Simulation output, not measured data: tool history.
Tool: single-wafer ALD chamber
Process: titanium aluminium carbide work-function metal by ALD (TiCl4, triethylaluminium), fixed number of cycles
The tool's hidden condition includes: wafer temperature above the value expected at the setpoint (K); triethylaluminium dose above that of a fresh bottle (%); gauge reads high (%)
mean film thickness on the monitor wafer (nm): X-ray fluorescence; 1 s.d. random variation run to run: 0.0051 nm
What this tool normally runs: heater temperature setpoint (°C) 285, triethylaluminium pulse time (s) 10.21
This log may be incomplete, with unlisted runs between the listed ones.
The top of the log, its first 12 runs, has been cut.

run,hour,heater temperature setpoint (°C),triethylaluminium pulse time (s),wafers since the last listed run,hours since the last thermocouple change,hours since the last triethylaluminium bottle change,hours since the showerhead was replaced,hours since the gauge calibration,"read-back reference wafer on the same gauge, thickness_nm",mean film thickness on the monitor wafer (nm)
13,287.9,296,12.84,303,2734.6,202.1,6726.2,288.0,1.881,2.116
14,318.6,285,10.21,424,2765.3,232.8,6756.9,318.7,1.881,1.974
# hour 332.7: showerhead replaced
15,338.9,296,9.05,170,2785.6,253.1,6.2,339.0,1.880,2.038
16,364.7,285,10.21,357,2811.4,278.9,32.0,364.8,1.881,1.979
# hour 397.1: thermocouple changed; heater temperature recalibrated
17,397.6,270,8.50,344,0.5,311.8,64.9,397.7,1.879,1.724
18,409.9,290,8.98,170,12.8,324.1,77.2,410.0,1.880,1.916
19,445.3,291,6.30,489,48.2,359.5,112.6,445.4,1.881,1.765
20,474.8,285,10.21,408,77.7,389.0,142.1,474.9,1.880,1.917
21,510.3,285,10.21,491,113.2,424.5,177.6,510.4,1.880,1.916
22,532.8,273,7.56,311,135.7,447.0,200.1,532.9,1.880,1.706
23,545.7,290,6.94,178,148.6,459.9,213.0,545.8,1.881,1.798
24,578.9,277,6.34,459,181.8,493.1,246.2,579.0,1.880,1.641
25,591.6,285,7.01,175,194.5,505.8,258.9,591.7,1.880,1.767
26,606.5,294,6.83,206,209.4,520.7,273.8,606.6,1.882,1.824
27,649.0,273,12.36,588,251.9,563.2,316.3,649.1,1.879,1.842
# hour 672.3: gauge calibrated
28,673.0,290,13.95,332,275.9,587.2,340.3,0.7,1.879,2.012
29,694.6,279,6.77,298,297.5,608.8,361.9,22.3,1.880,1.690
30,717.2,285,11.50,312,320.1,631.4,384.5,44.9,1.880,1.925
31,795.3,290,7.21,1080,398.2,709.5,462.6,123.0,1.881,1.799
32,830.1,297,11.69,481,433.0,744.3,497.4,157.8,1.879,2.052

Branching from run 32: 5 alternative next runs. What would each branch give?
A,830.5,285,10.21,5,433.4,744.7,497.8,158.2,?,?
B,830.5,293,14.01,5,433.4,744.7,497.8,158.2,?,?
C,830.5,279,12.59,5,433.4,744.7,497.8,158.2,?,?
D,830.5,272,8.77,5,433.4,744.7,497.8,158.2,?,?
E,830.5,272,13.50,5,433.4,744.7,497.8,158.2,?,?

run,"read-back reference wafer on the same gauge, thickness_nm",mean film thickness on the monitor wafer (nm)
A,1.880,1.902
B,1.880,2.039
C,1.880,1.897
D,1.880,1.740
E,1.880,1.846
The same runs, with their run-to-run variation unchanged, on a tool lacking any hidden condition would have given:
run,mean film thickness on the monitor wafer (nm)
A,1.937
B,2.053
C,1.916
D,1.786
E,1.860

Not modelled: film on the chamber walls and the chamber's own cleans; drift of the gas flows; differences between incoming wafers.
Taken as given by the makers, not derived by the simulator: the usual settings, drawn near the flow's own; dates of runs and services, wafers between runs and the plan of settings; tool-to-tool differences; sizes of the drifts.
